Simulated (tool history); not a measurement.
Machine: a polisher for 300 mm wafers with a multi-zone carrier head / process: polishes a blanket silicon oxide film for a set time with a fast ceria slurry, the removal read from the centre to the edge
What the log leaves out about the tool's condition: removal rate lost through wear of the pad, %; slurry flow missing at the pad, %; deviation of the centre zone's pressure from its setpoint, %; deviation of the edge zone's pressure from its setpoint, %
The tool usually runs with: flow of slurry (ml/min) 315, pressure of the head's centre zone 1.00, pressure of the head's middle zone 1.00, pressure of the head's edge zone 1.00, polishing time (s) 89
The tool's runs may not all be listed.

run	hour	flow of slurry (ml/min)	pressure of the head's centre zone	pressure of the head's middle zone	pressure of the head's edge zone	polishing time (s)	wafers since the last listed run	wafers polished on this pad	hours since the slurry nozzle was cleaned	hours since the centre zone pressure was calibrated	hours since the edge zone pressure was calibrated	hours since the carrier head's membrane was replaced	incoming thickness of the incoming film, nm	film removed at the wafer's centre (Å)	film removed at mid-radius (Å)	film removed at the wafer's edge (Å)
1	0.0	315	1.10	1.07	0.88	62	0	332	429.5	819.1	524.5	911.5	2813.2	5175	5158	4620
# hour 30.7: carrier head's membrane replaced by a new one
2	36.5	315	1.00	1.00	1.00	89	365	698	466.0	855.6	561.0	5.8	2825.3	6858	6943	6985
# hour 40.8: edge zone pressure recalibrated
3	44.3	315	1.00	1.00	1.00	89	67	765	473.8	863.4	3.5	13.6	2840.0	6900	6818	6871
4	55.2	315	1.00	1.00	1.00	89	126	892	484.7	874.3	14.4	24.5	2835.0	6727	6811	6850
5	62.3	315	1.00	1.00	1.00	99	82	974	491.8	881.4	21.5	31.6	2824.8	7495	7581	7722
6	71.6	345	1.00	1.00	1.00	89	108	1082	501.1	890.7	30.8	40.9	2887.3	6922	6787	6909
7	86.1	345	1.00	1.00	1.00	89	168	1251	515.6	905.2	45.3	55.4	2877.5	6821	6971	6875
# hour 107.4: worn pad replaced by a new one
# hour 119.2: slurry nozzle cleaned
# hour 121.8: centre zone pressure recalibrated
8	124.5	360	1.00	1.00	1.00	89	364	164	5.3	2.7	83.7	93.8	2840.1	7023	7101	7164
9	133.8	315	1.00	1.00	1.00	89	108	272	14.6	12.0	93.0	103.1	2855.1	6871	7120	7115
10	144.0	315	1.00	0.88	0.91	118	118	390	24.8	22.2	103.2	113.3	2866.8	9049	8277	8817
11	154.6	315	1.00	1.00	1.00	89	123	513	35.4	32.8	113.8	123.9	2832.3	6838	6869	6977
12	196.0	400	1.00	0.93	1.12	110	480	994	76.8	74.2	155.2	165.3	2854.7	8435	8106	9230
13	202.9	315	1.04	1.00	1.00	89	80	1074	83.7	81.1	162.1	172.2	2841.3	6923	6707	6905
# hour 220.2: worn pad replaced by a new one
14	220.7	315	0.88	1.00	0.97	89	160	5	101.5	98.9	179.9	190.0	2879.0	6291	7116	7212

The next listed run, before its measurement:
15	235.4	315	1.00	1.00	1.08	89	170	176	116.2	113.6	194.6	204.7	2818.9	?	?	?

Run 15 produced film removed at the wafer's centre (Å) 6963, film removed at mid-radius (Å) 7157, film removed at the wafer's edge (Å) 7411.
Take away the tool's hidden state, keep the run-to-run variation as it was, and the same run would have given film removed at the wafer's centre (Å) 7159, film removed at mid-radius (Å) 7358, film removed at the wafer's edge (Å) 7619.
